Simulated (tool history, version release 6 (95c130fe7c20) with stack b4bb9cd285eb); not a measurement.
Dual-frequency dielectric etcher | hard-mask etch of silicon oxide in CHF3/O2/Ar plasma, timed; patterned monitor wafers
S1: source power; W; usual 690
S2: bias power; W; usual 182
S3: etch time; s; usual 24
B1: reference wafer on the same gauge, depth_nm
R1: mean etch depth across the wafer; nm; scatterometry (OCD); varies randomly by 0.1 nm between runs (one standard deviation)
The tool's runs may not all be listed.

Run 1, hour 0: usual settings; B1 46.9. Result: R1 45.7 nm.
Run 2, hour 71.4: usual settings; B1 46.9. Result: R1 45.7 nm.
Run 3, hour 105.7: usual settings; B1 46.9. Result: R1 45.7 nm.
Run 4, hour 135.7: usual settings; B1 46.9. Result: R1 45.4 nm.
Run 5, hour 160.4: usual settings; B1 46.9. Result: R1 45.2 nm.
Run 6, hour 187.3: usual settings; B1 46.9. Result: R1 45.2 nm.
Run 7, hour 231.1: usual settings but S2 168 W; B1 46.9. Result: R1 43.6 nm.
Run 8, hour 256: usual settings but S2 168 W; B1 46.9. Result: R1 43.7 nm.
Run 9, hour 291.9: usual settings but S2 168 W; B1 46.9. Result: R1 43.5 nm.
Run 10, hour 344.8: usual settings; B1 46.9. Result: R1 45 nm.
At hour 376.6: upper electrode replaced.
At hour 429.1: wet clean of the chamber.
Run 11, hour 429.6: usual settings but S3 30 s; B1 46.9. Result: R1 57.1 nm.
At hour 452.9: source power generator calibrated.
Run 12, hour 462.9: usual settings but S1 730 W, S3 17.5 s; B1 46.9. Result: R1 34.1 nm.
At hour 484.1: gauge calibrated.
Run 13, hour 503.3: usual settings but S3 29.5 s; B1 46.9. Result: R1 55.8 nm.
Run 14, hour 533.3: usual settings but S1 740 W, S2 164 W, S3 17.5 s; B1 46.9. Result: R1 32.7 nm.
At hour 559.5: bias power generator calibrated.
Run 15, hour 586: usual settings but S3 17.5 s; B1 46.9. Result: R1 33 nm.
Run 16, hour 769.5: usual settings but S1 590 W, S2 148 W; B1 46.9. Result: R1 38.5 nm.
Run 17, hour 823.3: usual settings but S3 29 s; B1 46.9. Result: R1 54 nm.
Run 18, hour 856.3: usual settings; B1 46.9. Result: R1 44.6 nm.

Predict each of these 3 candidate next runs independently; none follows another, all start after run 18:
Run A, hour 856.7: usual settings; B1 ?. Result: R1 ?.
Run B, hour 856.7: usual settings but S1 560 W, S3 21.5 s; B1 ?. Result: R1 ?.
Run C, hour 856.7: usual settings but S3 21 s; B1 ?. Result: R1 ?.

run    B1    R1
  A  46.9  44.7
  B  46.9  36.7
  C  46.9  39.1
Had the tool no hidden state, the same runs would have come out as:
run    R1
  A  45.9
  B  37.7
  C  40.1
